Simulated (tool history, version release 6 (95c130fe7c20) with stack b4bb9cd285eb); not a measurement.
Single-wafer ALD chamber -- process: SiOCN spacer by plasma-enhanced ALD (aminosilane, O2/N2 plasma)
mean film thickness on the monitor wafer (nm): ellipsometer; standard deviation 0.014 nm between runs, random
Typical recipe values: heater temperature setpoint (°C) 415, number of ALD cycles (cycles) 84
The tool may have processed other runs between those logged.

run,hour,heater temperature setpoint (°C),number of ALD cycles (cycles),"read-back reference wafer on the same gauge, thickness_nm",mean film thickness on the monitor wafer (nm)
1,0,415,84,5.494,4.783
2,35,415,84,5.488,4.792
3,89.3,415,84,5.491,4.803
4,137.1,415,84,5.488,4.813
5,189.7,415,84,5.496,4.806
6,367.2,415,84,5.492,4.826
7,399.6,415,84,5.491,4.808
8,461.4,415,84,5.493,4.832
9,521.6,415,94,5.491,5.404
10,591.8,415,94,5.49,5.418
11,649.3,415,94,5.483,5.423
12,673.7,425,84,5.489,4.708
13,707.5,427,91,5.488,5.064
14,761.4,424,90,5.489,5.077
15,813.3,415,84,5.489,4.871
16,842,410,89,5.486,5.243
# hour 860.2: thermocouple changed; heater temperature recalibrated
17,900.7,415,94,5.485,5.367
18,938.1,415,69,5.489,3.943
# hour 951.7: gauge calibrated
19,969.4,408,73,5.488,4.272
20,1024.2,415,84,5.496,4.812
21,1053.5,402,99,5.49,5.922
22,1095.6,407,69,5.482,4.034
23,1159.2,406,96,5.491,5.646
24,1189.8,422,75,5.494,4.168
25,1233.5,422,72,5.489,4.001

4 options for the next run, each taken on its own from the tool as it stands now. Forecast them:
A,1234.1,409,84,?,?
B,1234.1,415,70,?,?
C,1234.1,424,100,?,?
D,1234.1,424,73,?,?

run,"read-back reference wafer on the same gauge, thickness_nm",mean film thickness on the monitor wafer (nm)
A,5.49,4.878
B,5.49,3.988
C,5.49,5.533
D,5.49,4.039
Without the tool's hidden state the same runs would have given:
run,mean film thickness on the monitor wafer (nm)
A,4.869
B,3.981
C,5.522
D,4.031
